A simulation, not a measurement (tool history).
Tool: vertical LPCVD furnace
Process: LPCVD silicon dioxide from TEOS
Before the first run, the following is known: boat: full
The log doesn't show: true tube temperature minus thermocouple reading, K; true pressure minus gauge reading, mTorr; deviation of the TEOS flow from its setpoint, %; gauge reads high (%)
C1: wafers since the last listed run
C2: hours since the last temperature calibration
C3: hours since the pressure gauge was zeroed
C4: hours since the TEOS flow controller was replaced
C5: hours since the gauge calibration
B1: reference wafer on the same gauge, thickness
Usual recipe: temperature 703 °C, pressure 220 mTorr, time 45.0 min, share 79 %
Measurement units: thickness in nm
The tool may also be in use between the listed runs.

run 1 hour=0.0 | temperature=703 pressure=220 time=45.0 share=79 | C1=0 C2=2772.3 C3=3775.7 C4=4230.7 C5=95.1 | B1=390.04 | thickness=364.76
run 2 hour=17.7 | temperature=703 pressure=220 time=45.0 share=79 | C1=226 C2=2790.0 C3=3793.4 C4=4248.4 C5=112.8 | B1=390.08 | thickness=365.13
run 3 hour=25.9 | temperature=703 pressure=220 time=45.0 share=79 | C1=104 C2=2798.2 C3=3801.6 C4=4256.6 C5=121.0 | B1=390.04 | thickness=365.32
run 4 hour=42.9 | temperature=703 pressure=220 time=45.0 share=79 | C1=217 C2=2815.2 C3=3818.6 C4=4273.6 C5=138.0 | B1=390.06 | thickness=366.57
-- hour=50.0 gauge calibrated
-- hour=68.1 pressure gauge zeroed
-- hour=84.1 thermocouples replaced and temperature profile calibrated
-- hour=108.2 TEOS flow controller replaced
run 5 hour=108.7 | temperature=703 pressure=220 time=45.0 share=84 | C1=23 C2=24.6 C3=40.6 C4=0.5 C5=58.7 | B1=390.07 | thickness=344.30
run 6 hour=112.8 | temperature=703 pressure=220 time=50.5 share=79 | C1=52 C2=28.7 C3=44.7 C4=4.6 C5=62.8 | B1=390.07 | thickness=375.11
run 7 hour=116.8 | temperature=703 pressure=220 time=50.5 share=79 | C1=51 C2=32.7 C3=48.7 C4=8.6 C5=66.8 | B1=389.82 | thickness=375.10
run 8 hour=120.9 | temperature=703 pressure=220 time=45.0 share=79 | C1=52 C2=36.8 C3=52.8 C4=12.7 C5=70.9 | B1=389.99 | thickness=333.33
run 9 hour=124.9 | temperature=693 pressure=190 time=45.0 share=79 | C1=51 C2=40.8 C3=56.8 C4=16.7 C5=74.9 | B1=389.99 | thickness=245.90
run 10 hour=129.0 | temperature=703 pressure=255 time=45.0 share=79 | C1=52 C2=44.9 C3=60.9 C4=20.8 C5=79.0 | B1=390.05 | thickness=360.05
run 11 hour=133.0 | temperature=700 pressure=220 time=45.0 share=79 | C1=51 C2=48.9 C3=64.9 C4=24.8 C5=83.0 | B1=389.99 | thickness=311.24
run 12 hour=137.1 | temperature=713 pressure=220 time=62.5 share=79 | C1=52 C2=53.0 C3=69.0 C4=28.9 C5=87.1 | B1=390.03 | thickness=584.74
run 13 hour=141.1 | temperature=703 pressure=250 time=45.0 share=88 | C1=51 C2=57.0 C3=73.0 C4=32.9 C5=91.1 | B1=390.12 | thickness=376.02
run 14 hour=145.2 | temperature=710 pressure=220 time=45.0 share=74 | C1=52 C2=61.1 C3=77.1 C4=37.0 C5=95.2 | B1=390.09 | thickness=380.27
run 15 hour=149.2 | temperature=703 pressure=220 time=61.5 share=67 | C1=51 C2=65.1 C3=81.1 C4=41.0 C5=99.2 | B1=390.14 | thickness=422.53
run 16 hour=165.9 | temperature=703 pressure=220 time=45.0 share=79 | C1=213 C2=81.8 C3=97.8 C4=57.7 C5=115.9 | B1=390.07 | thickness=335.30

What differs in the tool's unlogged condition from the final listed run ahead of each entry between runs to the first listed run following it?
Logged between run 4 and run 5: gauge calibrated (hour 50.0); pressure gauge zeroed (hour 68.1); thermocouples replaced and temperature profile calibrated (hour 84.1); TEOS flow controller replaced (hour 108.2)
  true tube temperature minus thermocouple reading, K: 4.09 -> 0.206
  difference, measured minus the result without the unlogged condition, thickness: +32.94 -> +1.63 nm

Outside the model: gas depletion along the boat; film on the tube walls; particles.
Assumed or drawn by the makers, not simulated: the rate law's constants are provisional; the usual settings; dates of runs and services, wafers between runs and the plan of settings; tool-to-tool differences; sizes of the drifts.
